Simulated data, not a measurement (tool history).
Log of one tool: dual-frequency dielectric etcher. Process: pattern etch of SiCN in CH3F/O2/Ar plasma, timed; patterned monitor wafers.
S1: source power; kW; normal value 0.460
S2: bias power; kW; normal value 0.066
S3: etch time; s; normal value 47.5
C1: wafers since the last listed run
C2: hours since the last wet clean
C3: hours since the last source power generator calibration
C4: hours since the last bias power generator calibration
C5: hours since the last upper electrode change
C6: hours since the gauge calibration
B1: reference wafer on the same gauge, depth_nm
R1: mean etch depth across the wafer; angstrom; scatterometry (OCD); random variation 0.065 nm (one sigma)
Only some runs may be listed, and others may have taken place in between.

| run | day | S1 | S2 | S3 | C1 | C2 | C3 | C4 | C5 | C6 | B1 | R1 |
|---|---|---|---|---|---|---|---|---|---|---|---|---|
| 1 | 0.000 | 0.380 | 0.077 | 47.5 | 0 | 657.9 | 1216.2 | 50.1 | 3142.9 | 25.5 | 14.79 | 175.0 |
| 2 | 3.204 | 0.380 | 0.077 | 47.5 | 1358 | 734.8 | 1293.1 | 127.0 | 3219.8 | 102.4 | 14.78 | 177.5 |
| 3 | 5.125 | 0.460 | 0.066 | 40.0 | 814 | 780.9 | 1339.2 | 173.1 | 3265.9 | 148.5 | 14.82 | 152.8 |
|  | 8.904 | upper electrode replaced |
|  | 9.283 | wet clean of the chamber |
| 4 | 9.533 | 0.460 | 0.066 | 40.0 | 1284 | 6.0 | 1445.0 | 278.9 | 15.1 | 254.3 | 14.77 | 146.9 |
| 5 | 11.821 | 0.460 | 0.066 | 40.0 | 970 | 60.9 | 1499.9 | 333.8 | 70.0 | 309.2 | 14.82 | 146.9 |
| 6 | 15.171 | 0.520 | 0.072 | 51.0 | 1420 | 141.3 | 1580.3 | 414.2 | 150.4 | 389.6 | 14.80 | 201.9 |
| 7 | 17.012 | 0.500 | 0.080 | 56.0 | 781 | 185.5 | 1624.5 | 458.4 | 194.6 | 433.8 | 14.80 | 227.1 |
| 8 | 20.154 | 0.570 | 0.066 | 47.5 | 1332 | 260.9 | 1699.9 | 533.8 | 270.0 | 509.2 | 14.80 | 191.0 |
|  | 26.046 | source power generator calibrated |
| 9 | 32.471 | 0.410 | 0.057 | 51.5 | 5153 | 556.5 | 154.2 | 829.4 | 565.6 | 804.8 | 14.81 | 177.8 |
| 10 | 36.062 | 0.370 | 0.077 | 58.5 | 1523 | 642.7 | 240.4 | 915.6 | 651.8 | 891.0 | 14.81 | 214.0 |
|  | 38.575 | wet clean of the chamber |
| 11 | 40.300 | 0.350 | 0.082 | 58.0 | 1373 | 41.4 | 342.1 | 1017.3 | 753.5 | 992.7 | 14.81 | 206.1 |
| 12 | 44.688 | 0.550 | 0.058 | 42.5 | 1860 | 146.7 | 447.4 | 1122.6 | 858.8 | 1098.0 | 14.81 | 162.6 |
| 13 | 48.954 | 0.370 | 0.082 | 58.5 | 1809 | 249.1 | 549.8 | 1225.0 | 961.2 | 1200.4 | 14.82 | 213.5 |
| 14 | 50.804 | 0.460 | 0.066 | 47.5 | 784 | 293.5 | 594.2 | 1269.4 | 1005.6 | 1244.8 | 14.79 | 178.2 |
| 15 | 54.792 | 0.460 | 0.066 | 41.5 | 1691 | 389.2 | 689.9 | 1365.1 | 1101.3 | 1340.5 | 14.78 | 155.9 |
| 16 | 59.067 | 0.410 | 0.051 | 33.5 | 1813 | 491.8 | 792.5 | 1467.7 | 1203.9 | 1443.1 | 14.82 | 112.8 |
| 17 | 60.958 | 0.460 | 0.059 | 59.0 | 802 | 537.2 | 837.9 | 1513.1 | 1249.3 | 1488.5 | 14.80 | 214.4 |
| 18 | 63.071 | 0.540 | 0.055 | 47.5 | 895 | 587.9 | 888.6 | 1563.8 | 1300.0 | 1539.2 | 14.84 | 183.2 |
| 19 | 65.154 | 0.460 | 0.082 | 47.5 | 883 | 637.9 | 938.6 | 1613.8 | 1350.0 | 1589.2 | 14.77 | 193.2 |
| 20 | 67.125 | 0.460 | 0.066 | 47.5 | 835 | 685.2 | 985.9 | 1661.1 | 1397.3 | 1636.5 | 14.79 | 179.3 |
| 21 | 73.129 | 0.460 | 0.066 | 47.5 | 2546 | 829.3 | 1130.0 | 1805.2 | 1541.4 | 1780.6 | 14.81 | 182.2 |
|  | 76.083 | wet clean of the chamber |
| 22 | 76.546 | 0.460 | 0.075 | 47.5 | 1024 | 11.1 | 1212.0 | 1887.2 | 1623.4 | 1862.6 | 14.81 | 179.0 |
| 23 | 80.904 | 0.510 | 0.051 | 52.5 | 1848 | 115.7 | 1316.6 | 1991.8 | 1728.0 | 1967.2 | 14.80 | 187.4 |
| 24 | 83.221 | 0.410 | 0.078 | 41.5 | 982 | 171.3 | 1372.2 | 2047.4 | 1783.6 | 2022.8 | 14.79 | 153.8 |
| 25 | 87.046 | 0.570 | 0.059 | 47.5 | 1622 | 263.1 | 1464.0 | 2139.2 | 1875.4 | 2114.6 | 14.81 | 184.0 |
| 26 | 91.421 | 0.460 | 0.066 | 47.5 | 1855 | 368.1 | 1569.0 | 2244.2 | 1980.4 | 2219.6 | 14.79 | 176.4 |
|  | 91.825 | source power generator calibrated |
| 27 | 94.812 | 0.360 | 0.073 | 52.5 | 1367 | 449.5 | 71.7 | 2325.6 | 2061.8 | 2301.0 | 14.84 | 184.7 |
| 28 | 98.996 | 0.370 | 0.082 | 58.5 | 1774 | 549.9 | 172.1 | 2426.0 | 2162.2 | 2401.4 | 14.81 | 214.6 |

Predict each of these 5 candidate next runs independently; none follows another, all start after run 28:
| A | 99.012 | 0.460 | 0.071 | 47.5 | 7 | 550.3 | 172.5 | 2426.4 | 2162.6 | 2401.8 | ? | ? |
| B | 99.012 | 0.460 | 0.061 | 47.5 | 7 | 550.3 | 172.5 | 2426.4 | 2162.6 | 2401.8 | ? | ? |
| C | 99.012 | 0.460 | 0.050 | 47.5 | 7 | 550.3 | 172.5 | 2426.4 | 2162.6 | 2401.8 | ? | ? |
| D | 99.012 | 0.340 | 0.059 | 38.5 | 7 | 550.3 | 172.5 | 2426.4 | 2162.6 | 2401.8 | ? | ? |
| E | 99.012 | 0.550 | 0.066 | 52.0 | 7 | 550.3 | 172.5 | 2426.4 | 2162.6 | 2401.8 | ? | ? |

| run | B1 | R1 |
|---|---|---|
| A | 14.82 | 182.3 |
| B | 14.82 | 174.5 |
| C | 14.82 | 165.4 |
| D | 14.82 | 124.8 |
| E | 14.82 | 209.2 |
Without the tool's unlogged condition, the same runs would have read:
| run | R1 |
|---|---|
| A | 178.1 |
| B | 170.4 |
| C | 161.5 |
| D | 121.9 |
| E | 204.3 |
